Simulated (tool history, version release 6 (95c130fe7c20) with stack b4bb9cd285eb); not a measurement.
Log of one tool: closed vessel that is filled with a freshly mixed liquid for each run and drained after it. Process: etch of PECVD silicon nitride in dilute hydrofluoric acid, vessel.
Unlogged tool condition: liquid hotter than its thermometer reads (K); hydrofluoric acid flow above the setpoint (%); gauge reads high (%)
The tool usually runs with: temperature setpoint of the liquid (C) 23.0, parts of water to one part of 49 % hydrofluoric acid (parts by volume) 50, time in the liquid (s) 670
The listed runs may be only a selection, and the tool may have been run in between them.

run	hour	temperature setpoint of the liquid (C)	parts of water to one part of 49 % hydrofluoric acid (parts by volume)	time in the liquid (s)	wafers since the last listed run	hours since the thermometer was replaced	hours since the hydrofluoric acid flow meter was replaced	hours since the gauge calibration	read-back film thickness of the PECVD silicon nitride reference wafer, read on the same gauge (nm)	thickness taken off the PECVD silicon nitride on a monitor wafer (angstrom)
1	0.0	23.0	50	670	0	695.4	1266.5	419.9	69.99	366.2
2	89.0	23.0	50	670	7286	784.4	1355.5	508.9	70.05	372.0
# hour 99.1: gauge calibrated
3	140.0	23.0	50	670	4175	835.4	1406.5	40.9	70.00	367.9
4	234.4	23.0	50	670	7728	929.8	1500.9	135.3	70.02	371.8
5	297.0	23.0	50	670	5125	992.4	1563.5	197.9	69.97	374.5
6	346.7	23.0	50	670	4068	1042.1	1613.2	247.6	69.98	374.5
# hour 392.4: hydrofluoric acid flow meter replaced
7	428.6	23.0	50	670	6623	1124.0	36.2	329.5	70.00	348.7
8	516.8	20.5	50	670	7220	1212.2	124.4	417.7	69.99	291.2
9	559.1	24.5	55	915	3463	1254.5	166.7	460.0	70.00	479.5

Predict the results of run 10:
10	604.6	23.0	50	670	3725	1300.0	212.2	505.5	?	?

read-back film thickness of the PECVD silicon nitride reference wafer, read on the same gauge (nm): 70.04
thickness taken off the PECVD silicon nitride on a monitor wafer (angstrom): 352.5
Minus the tool's unlogged condition, the same run would have read thickness taken off the PECVD silicon nitride on a monitor wafer (angstrom) 347.3.
